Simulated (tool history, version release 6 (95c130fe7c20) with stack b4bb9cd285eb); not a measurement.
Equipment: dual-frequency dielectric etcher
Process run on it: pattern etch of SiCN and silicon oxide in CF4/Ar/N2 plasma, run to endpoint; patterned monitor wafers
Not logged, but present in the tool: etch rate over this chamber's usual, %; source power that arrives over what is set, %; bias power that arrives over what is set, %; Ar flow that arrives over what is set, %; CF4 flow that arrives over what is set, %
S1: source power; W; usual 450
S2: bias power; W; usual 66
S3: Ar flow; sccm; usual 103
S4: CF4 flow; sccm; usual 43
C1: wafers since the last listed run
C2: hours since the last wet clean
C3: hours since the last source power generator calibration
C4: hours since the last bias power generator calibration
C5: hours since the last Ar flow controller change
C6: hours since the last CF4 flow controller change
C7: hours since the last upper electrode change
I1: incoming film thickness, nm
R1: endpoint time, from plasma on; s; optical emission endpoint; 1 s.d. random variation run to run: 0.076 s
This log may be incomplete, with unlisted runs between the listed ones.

| run | hour | S1 | S2 | S3 | S4 | C1 | C2 | C3 | C4 | C5 | C6 | C7 | I1 | R1 |
|---|---|---|---|---|---|---|---|---|---|---|---|---|---|---|
| 1 | 0.0 | 450 | 72 | 103 | 43 | 0 | 28.6 | 1440.0 | 3444.7 | 3829.3 | 5262.8 | 2055.7 | 11.18 | 13.0 |
| 2 | 40.4 | 450 | 66 | 103 | 43 | 617 | 69.0 | 1480.4 | 3485.1 | 3869.7 | 5303.2 | 2096.1 | 11.20 | 13.7 |
| 3 | 88.7 | 450 | 66 | 103 | 43 | 738 | 117.3 | 1528.7 | 3533.4 | 3918.0 | 5351.5 | 2144.4 | 11.14 | 13.6 |
| 4 | 139.4 | 450 | 66 | 103 | 43 | 775 | 168.0 | 1579.4 | 3584.1 | 3968.7 | 5402.2 | 2195.1 | 11.26 | 13.7 |
| 5 | 218.8 | 450 | 66 | 92 | 43 | 1214 | 247.4 | 1658.8 | 3663.5 | 4048.1 | 5481.6 | 2274.5 | 11.14 | 13.4 |
| 6 | 275.6 | 450 | 71 | 103 | 43 | 868 | 304.2 | 1715.6 | 3720.3 | 4104.9 | 5538.4 | 2331.3 | 11.17 | 13.1 |
| 7 | 347.2 | 450 | 71 | 103 | 43 | 1094 | 375.8 | 1787.2 | 3791.9 | 4176.5 | 5610.0 | 2402.9 | 11.22 | 13.1 |
| 8 | 427.3 | 450 | 71 | 103 | 43 | 1224 | 455.9 | 1867.3 | 3872.0 | 4256.6 | 5690.1 | 2483.0 | 11.18 | 13.2 |
|  | 446.4 | Ar flow controller replaced |
| 9 | 475.2 | 450 | 66 | 103 | 43 | 640 | 503.8 | 1915.2 | 3919.9 | 28.8 | 5738.0 | 2530.9 | 11.21 | 13.6 |
| 10 | 527.7 | 450 | 66 | 103 | 43 | 802 | 556.3 | 1967.7 | 3972.4 | 81.3 | 5790.5 | 2583.4 | 11.20 | 13.5 |
|  | 577.4 | wet clean of the chamber |
|  | 601.0 | upper electrode replaced |
| 11 | 601.5 | 450 | 54 | 98 | 43 | 400 | 24.1 | 2041.5 | 4046.2 | 155.1 | 5864.3 | 0.5 | 11.19 | 14.9 |
| 12 | 612.1 | 450 | 76 | 103 | 43 | 162 | 34.7 | 2052.1 | 4056.8 | 165.7 | 5874.9 | 11.1 | 11.17 | 12.6 |
| 13 | 705.4 | 530 | 61 | 80 | 37 | 1426 | 128.0 | 2145.4 | 4150.1 | 259.0 | 5968.2 | 104.4 | 11.12 | 12.2 |
| 14 | 777.3 | 450 | 71 | 103 | 43 | 1099 | 199.9 | 2217.3 | 4222.0 | 330.9 | 6040.1 | 176.3 | 11.26 | 13.0 |
| 15 | 853.0 | 450 | 66 | 81 | 38 | 1157 | 275.6 | 2293.0 | 4297.7 | 406.6 | 6115.8 | 252.0 | 11.18 | 12.9 |
|  | 927.1 | CF4 flow controller replaced |
|  | 941.8 | source power generator calibrated |
| 16 | 1093.3 | 350 | 76 | 103 | 43 | 3521 | 515.9 | 151.5 | 4538.0 | 646.9 | 166.2 | 492.3 | 11.27 | 15.5 |
|  | 1125.8 | bias power generator calibrated |
| 17 | 1153.4 | 450 | 66 | 103 | 43 | 857 | 576.0 | 211.6 | 27.6 | 707.0 | 226.3 | 552.4 | 11.23 | 14.4 |
| 18 | 1229.6 | 450 | 50 | 103 | 43 | 1165 | 652.2 | 287.8 | 103.8 | 783.2 | 302.5 | 628.6 | 11.21 | 16.8 |
|  | 1319.2 | wet clean of the chamber |
| 19 | 1330.7 | 450 | 76 | 103 | 43 | 1178 | 11.5 | 388.9 | 204.9 | 884.3 | 403.6 | 729.7 | 11.19 | 13.3 |
|  | 1401.2 | source power generator calibrated, repeated, since the last time left the tool worse |
| 20 | 1405.4 | 450 | 66 | 94 | 43 | 1081 | 86.2 | 4.2 | 279.6 | 959.0 | 478.3 | 804.4 | 11.28 | 13.7 |
| 21 | 1455.1 | 350 | 77 | 89 | 36 | 759 | 135.9 | 53.9 | 329.3 | 1008.7 | 528.0 | 854.1 | 11.17 | 14.5 |
| 22 | 1540.3 | 410 | 66 | 103 | 34 | 1302 | 221.1 | 139.1 | 414.5 | 1093.9 | 613.2 | 939.3 | 11.10 | 15.0 |
| 23 | 1610.0 | 550 | 66 | 103 | 43 | 1065 | 290.8 | 208.8 | 484.2 | 1163.6 | 682.9 | 1009.0 | 11.07 | 12.2 |
| 24 | 1653.6 | 410 | 74 | 93 | 52 | 666 | 334.4 | 252.4 | 527.8 | 1207.2 | 726.5 | 1052.6 | 11.20 | 13.3 |
| 25 | 1749.7 | 450 | 66 | 103 | 50 | 1469 | 430.5 | 348.5 | 623.9 | 1303.3 | 822.6 | 1148.7 | 11.13 | 13.5 |

Measured result minus the same run's result without the hidden state. Both carry the same run-to-run variation, though not necessarily the same gauge scatter:
| run | R1 |
|---|---|
| 1 | -0.3 |
| 2 | -0.3 |
| 3 | -0.2 |
| 4 | -0.3 |
| 5 | -0.2 |
| 6 | -0.3 |
| 7 | -0.3 |
| 8 | -0.2 |
| 9 | -0.3 |
| 10 | -0.3 |
| 11 | -0.3 |
| 12 | -0.3 |
| 13 | -0.3 |
| 14 | -0.3 |
| 15 | -0.3 |
| 16 | +0.6 |
| 17 | +0.5 |
| 18 | +0.6 |
| 19 | +0.4 |
| 20 | +0.1 |
| 21 | +0.1 |
| 22 | +0.0 |
| 23 | +0.0 |
| 24 | +0.0 |
| 25 | +0.0 |
